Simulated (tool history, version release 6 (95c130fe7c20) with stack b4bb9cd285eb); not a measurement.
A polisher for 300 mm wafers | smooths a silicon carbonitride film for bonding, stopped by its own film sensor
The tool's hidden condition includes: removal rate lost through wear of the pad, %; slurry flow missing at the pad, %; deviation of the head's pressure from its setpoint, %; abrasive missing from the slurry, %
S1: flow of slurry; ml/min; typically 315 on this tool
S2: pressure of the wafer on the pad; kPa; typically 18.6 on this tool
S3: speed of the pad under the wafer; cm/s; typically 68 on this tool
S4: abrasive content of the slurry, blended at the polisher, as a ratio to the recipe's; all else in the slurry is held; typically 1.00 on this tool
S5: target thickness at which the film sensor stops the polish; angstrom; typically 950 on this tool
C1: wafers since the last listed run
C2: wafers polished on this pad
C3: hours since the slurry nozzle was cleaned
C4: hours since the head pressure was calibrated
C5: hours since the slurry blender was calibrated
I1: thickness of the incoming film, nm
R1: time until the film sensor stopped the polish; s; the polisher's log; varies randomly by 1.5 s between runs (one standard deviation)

Run 1, hour 0.0: usual settings; C1 0; C2 2749; C3 183.0; C4 422.8; C5 110.6; I1 120.4. Result: R1 95.2 s.
Run 2, hour 26.5: usual settings; C1 281; C2 3031; C3 209.5; C4 449.3; C5 137.1; I1 120.8. Result: R1 99.9 s.
Run 3, hour 57.8: usual settings; C1 333; C2 3364; C3 240.8; C4 480.6; C5 168.4; I1 118.9. Result: R1 90.7 s.
Run 4, hour 95.8: usual settings but S1 255 ml/min; C1 404; C2 3768; C3 278.8; C4 518.6; C5 206.4; I1 121.7. Result: R1 107.4 s.
At hour 129.0: worn pad replaced by a new one.
Run 5, hour 152.7: usual settings but S1 255 ml/min; C1 562; C2 252; C3 335.7; C4 575.5; C5 263.3; I1 120.5. Result: R1 103.2 s.
Run 6, hour 192.4: usual settings but S2 21.4 kPa; C1 422; C2 675; C3 375.4; C4 615.2; C5 303.0; I1 119.4. Result: R1 88.4 s.
At hour 248.2: slurry blender recalibrated.
At hour 248.5: slurry nozzle cleaned.
Run 7, hour 256.8: usual settings but S2 21.4 kPa; C1 661; C2 1336; C3 8.3; C4 679.6; C5 8.6; I1 121.3. Result: R1 85.3 s.
Run 8, hour 325.7: usual settings but S2 20.7 kPa; C1 733; C2 2069; C3 77.2; C4 748.5; C5 77.5; I1 120.8. Result: R1 85.4 s.
At hour 342.5: head pressure recalibrated.
Run 9, hour 384.1: usual settings but S2 20.7 kPa; C1 600; C2 2669; C3 135.6; C4 41.6; C5 135.9; I1 120.2. Result: R1 85.8 s.
Run 10, hour 427.3: usual settings; C1 459; C2 3128; C3 178.8; C4 84.8; C5 179.1; I1 120.2. Result: R1 99.1 s.
Run 11, hour 470.1: usual settings but S1 245 ml/min, S3 56 cm/s; C1 455; C2 3584; C3 221.6; C4 127.6; C5 221.9; I1 119.8. Result: R1 117.4 s.
Run 12, hour 502.3: usual settings but S5 910 angstrom; C1 342; C2 3926; C3 253.8; C4 159.8; C5 254.1; I1 119.5. Result: R1 113.2 s.
At hour 532.2: worn pad replaced by a new one.
Run 13, hour 536.8: usual settings but S2 20.7 kPa, S4 0.80; C1 324; C2 49; C3 288.3; C4 194.3; C5 288.6; I1 119.7. Result: R1 110.6 s.
Run 14, hour 564.6: usual settings but S5 890 angstrom; C1 295; C2 344; C3 316.1; C4 222.1; C5 316.4; I1 122.3. Result: R1 135.6 s.
Run 15, hour 614.7: usual settings but S1 275 ml/min, S3 74 cm/s; C1 533; C2 877; C3 366.2; C4 272.2; C5 366.5; I1 120.0. Result: R1 98.0 s.
At hour 628.0: slurry blender recalibrated.
Run 16, hour 655.3: usual settings but S2 13.1 kPa, S3 60 cm/s, S4 0.75; C1 410; C2 1288; C3 406.8; C4 312.8; C5 27.3; I1 122.4. Result: R1 171.8 s.
Run 17, hour 684.3: usual settings; C1 308; C2 1597; C3 435.8; C4 341.8; C5 56.3; I1 120.2. Result: R1 91.9 s.
Run 18, hour 713.0: usual settings but S2 13.1 kPa; C1 305; C2 1902; C3 464.5; C4 370.5; C5 85.0; I1 119.6. Result: R1 117.0 s.
At hour 723.2: slurry nozzle cleaned.
Run 19, hour 755.1: usual settings but S1 260 ml/min, S3 90 cm/s, S4 1.10, S5 870 angstrom; C1 437; C2 2339; C3 31.9; C4 412.6; C5 127.1; I1 119.4. Result: R1 93.1 s.
Run 20, hour 859.1: usual settings but S4 1.15; C1 1106; C2 3446; C3 135.9; C4 516.6; C5 231.1; I1 119.5. Result: R1 90.0 s.
At hour 881.9: worn pad replaced by a new one.
Run 21, hour 909.9: usual settings; C1 497; C2 298; C3 186.7; C4 567.4; C5 281.9; I1 119.7. Result: R1 102.6 s.
Run 22, hour 948.2: usual settings but S3 76 cm/s, S4 0.80; C1 407; C2 705; C3 225.0; C4 605.7; C5 320.2; I1 119.3. Result: R1 109.5 s.
At hour 968.6: slurry blender recalibrated.
Run 23, hour 988.0: usual settings but S2 13.1 kPa, S3 46 cm/s, S4 1.15; C1 402; C2 1108; C3 264.8; C4 645.5; C5 19.4; I1 120.1. Result: R1 151.4 s.
Run 24, hour 1022.4: usual settings but S1 215 ml/min, S2 20.7 kPa, S4 1.20; C1 366; C2 1474; C3 299.2; C4 679.9; C5 53.8; I1 118.8. Result: R1 72.9 s.

What does the tool deliver on the next run?
Run 25, hour 1076.6: usual settings but S4 0.90; C1 576; C2 2050; C3 353.4; C4 734.1; C5 108.0; I1 119.2. Result: R1 ?.

{"run 25": {"R1": 96.3}}
Were there no unlogged condition in the tool, this run, its random variation unchanged, would have produced R1 92.0 s.
